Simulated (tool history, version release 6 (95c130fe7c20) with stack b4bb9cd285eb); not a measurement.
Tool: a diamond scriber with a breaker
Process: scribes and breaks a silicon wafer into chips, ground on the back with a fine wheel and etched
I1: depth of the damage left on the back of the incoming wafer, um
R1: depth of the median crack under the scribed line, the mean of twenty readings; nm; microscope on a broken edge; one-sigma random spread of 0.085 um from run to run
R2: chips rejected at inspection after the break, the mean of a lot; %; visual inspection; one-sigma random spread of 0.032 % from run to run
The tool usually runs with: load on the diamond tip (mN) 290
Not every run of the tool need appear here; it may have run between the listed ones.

Run 1, hour 0.0: usual settings but load on the diamond tip (mN) 228; I1 0.46. Result: R1 7070 nm, R2 3.20 %.
Run 2, hour 71.3: usual settings but load on the diamond tip (mN) 228; I1 0.77. Result: R1 6940 nm, R2 3.78 %.
At hour 151.8: diamond tip replaced by a new one.
Run 3, hour 172.7: usual settings but load on the diamond tip (mN) 322; I1 0.46. Result: R1 8300 nm, R2 0.67 %.
Run 4, hour 254.0: usual settings but load on the diamond tip (mN) 322; I1 0.49. Result: R1 8310 nm, R2 0.62 %.
At hour 314.0: load on the tip recalibrated.
Run 5, hour 319.9: usual settings but load on the diamond tip (mN) 322; I1 0.47. Result: R1 8670 nm, R2 0.72 %.
Run 6, hour 372.9: usual settings but load on the diamond tip (mN) 268; I1 0.65. Result: R1 7690 nm, R2 0.98 %.
Run 7, hour 449.9: usual settings; I1 0.35. Result: R1 7890 nm, R2 0.80 %.
At hour 549.6: diamond tip replaced by a new one.
Run 8, hour 557.8: usual settings but load on the diamond tip (mN) 326; I1 0.45. Result: R1 8590 nm, R2 0.73 %.
Run 9, hour 605.0: usual settings but load on the diamond tip (mN) 326; I1 0.47. Result: R1 8470 nm, R2 0.62 %.
Run 10, hour 712.8: usual settings; I1 0.36. Result: R1 7590 nm, R2 1.16 %.
Run 11, hour 760.1: usual settings; I1 0.76. Result: R1 7480 nm, R2 1.53 %.
At hour 806.3: load on the tip recalibrated.
Run 12, hour 862.9: usual settings but load on the diamond tip (mN) 220; I1 0.53. Result: R1 6950 nm, R2 3.66 %.
Run 13, hour 927.6: usual settings but load on the diamond tip (mN) 213; I1 0.54. Result: R1 6650 nm, R2 4.63 %.
At hour 961.2: diamond tip replaced by a new one.
Run 14, hour 968.6: usual settings; I1 0.44. Result: R1 8140 nm, R2 0.56 %.
Run 15, hour 1045.8: usual settings but load on the diamond tip (mN) 329; I1 0.70. Result: R1 8590 nm, R2 0.74 %.
Run 16, hour 1125.7: usual settings but load on the diamond tip (mN) 203; I1 0.69. Result: R1 6670 nm, R2 5.16 %.
Run 17, hour 1184.6: usual settings but load on the diamond tip (mN) 206; I1 0.33. Result: R1 6490 nm, R2 6.71 %.
At hour 1203.1: load on the tip recalibrated.
Run 18, hour 1253.8: usual settings but load on the diamond tip (mN) 344; I1 0.47. Result: R1 8830 nm, R2 0.90 %.
Run 19, hour 1331.5: usual settings; I1 0.71. Result: R1 7700 nm, R2 0.98 %.
At hour 1361.5: diamond tip replaced by a new one.
Run 20, hour 1409.3: usual settings but load on the diamond tip (mN) 240; I1 0.31. Result: R1 7150 nm, R2 2.08 %.
Run 21, hour 1512.7: usual settings; I1 0.70. Result: R1 7900 nm, R2 0.88 %.

Consider 5 possible next runs. They are alternatives, not a sequence: every one starts from the tool as it was left by run 21. What does each give?
Run A, hour 1513.3: usual settings but load on the diamond tip (mN) 347; I1 0.79. Result: R1 ?, R2 ?.
Run B, hour 1513.3: usual settings but load on the diamond tip (mN) 217; I1 0.79. Result: R1 ?, R2 ?.
Run C, hour 1513.3: usual settings but load on the diamond tip (mN) 358; I1 0.79. Result: R1 ?, R2 ?.
Run D, hour 1513.3: usual settings but load on the diamond tip (mN) 216; I1 0.79. Result: R1 ?, R2 ?.
Run E, hour 1513.3: usual settings but load on the diamond tip (mN) 357; I1 0.79. Result: R1 ?, R2 ?.

run    R1    R2
  A  8720  0.85
  B  6880  4.64
  C  8870  1.02
  D  6870  4.72
  E  8850  1.01
With the hidden condition removed and each run's random variation left untouched, the same runs would have given:
run    R1    R2
  A  9190  1.58
  B  7250  2.84
  C  9340  1.93
  D  7230  2.90
  E  9330  1.89

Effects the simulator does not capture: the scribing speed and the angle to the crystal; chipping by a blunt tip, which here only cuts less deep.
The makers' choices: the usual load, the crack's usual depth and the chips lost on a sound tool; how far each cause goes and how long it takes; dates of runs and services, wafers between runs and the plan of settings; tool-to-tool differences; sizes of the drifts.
